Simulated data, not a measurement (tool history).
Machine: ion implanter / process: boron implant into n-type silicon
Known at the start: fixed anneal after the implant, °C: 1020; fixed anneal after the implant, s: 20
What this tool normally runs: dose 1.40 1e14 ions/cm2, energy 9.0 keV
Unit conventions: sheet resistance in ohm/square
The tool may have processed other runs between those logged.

run	hour	dose	energy	wafers since the last listed run	hours since the last dose calibration	hours since the extraction supply was calibrated	hours since the gauge calibration	read-back reference wafer on the same gauge, sheet resistance	sheet resistance
1	0.0	1.40	9.0	0	706.7	3577.7	48.4	515.23	588.17
2	62.3	1.40	9.0	949	769.0	3640.0	110.7	514.82	590.89
3	134.7	1.70	9.0	1103	841.4	3712.4	183.1	515.42	502.15
4	242.7	1.40	10.0	1645	949.4	3820.4	291.1	514.32	578.75
5	335.0	1.40	10.0	1406	1041.7	3912.7	383.4	514.54	579.16
6	407.1	1.16	9.0	1098	1113.8	3984.8	455.5	515.61	681.80
7	478.2	1.16	9.0	1083	1184.9	4055.9	526.6	515.82	681.71
8	557.7	1.16	9.0	1211	1264.4	4135.4	606.1	513.82	684.71
9	624.4	1.40	7.5	1016	1331.1	4202.1	672.8	513.90	601.99
10	670.1	1.40	7.5	696	1376.8	4247.8	718.5	515.56	601.26
11	743.3	1.40	9.0	1115	1450.0	4321.0	791.7	515.20	588.64
12	782.6	1.23	11.5	598	1489.3	4360.3	831.0	514.73	635.05
# hour 820.5: gauge calibrated
13	837.0	1.71	6.0	829	1543.7	4414.7	16.5	514.93	525.58
# hour 878.2: Faraday cup replaced and dose calibrated
14	893.7	1.16	9.0	742	15.5	4471.4	73.2	514.03	669.80
# hour 970.9: extraction supply calibrated
15	1009.0	1.70	9.0	1635	130.8	38.1	188.5	515.19	493.02
16	1113.5	1.70	10.0	1592	235.3	142.6	293.0	514.44	486.12
# hour 1173.2: Faraday cup replaced and dose calibrated, repeated, since the last time left the tool worse
17	1173.7	1.40	9.0	795	0.5	202.8	353.2	515.41	598.66
18	1205.5	1.40	11.5	484	32.3	234.6	385.0	514.80	581.31
19	1249.1	1.16	7.5	664	75.9	278.2	428.6	515.45	711.65
20	1346.3	1.03	10.0	1481	173.1	375.4	525.8	515.59	752.28
21	1404.7	1.40	9.0	889	231.5	433.8	584.2	515.48	593.52
22	1465.4	1.00	11.0	925	292.2	494.5	644.9	515.14	756.14

Each row is a separate what-if for the run after 22, all from the same tool condition, not one after another. Results?
A	1465.8	1.40	9.0	6	292.6	494.9	645.3	?	?
B	1465.8	1.02	6.0	6	292.6	494.9	645.3	?	?
C	1465.8	1.77	11.0	6	292.6	494.9	645.3	?	?
D	1465.8	0.99	9.0	6	292.6	494.9	645.3	?	?

run	read-back reference wafer on the same gauge, sheet resistance	sheet resistance
A	514.98	595.13
B	514.98	810.66
C	514.98	479.44
D	514.98	786.10
Take away the tool's hidden state, keep each run's random variation, and the runs would have read:
run	sheet resistance
A	598.93
B	815.92
C	482.56
D	791.07

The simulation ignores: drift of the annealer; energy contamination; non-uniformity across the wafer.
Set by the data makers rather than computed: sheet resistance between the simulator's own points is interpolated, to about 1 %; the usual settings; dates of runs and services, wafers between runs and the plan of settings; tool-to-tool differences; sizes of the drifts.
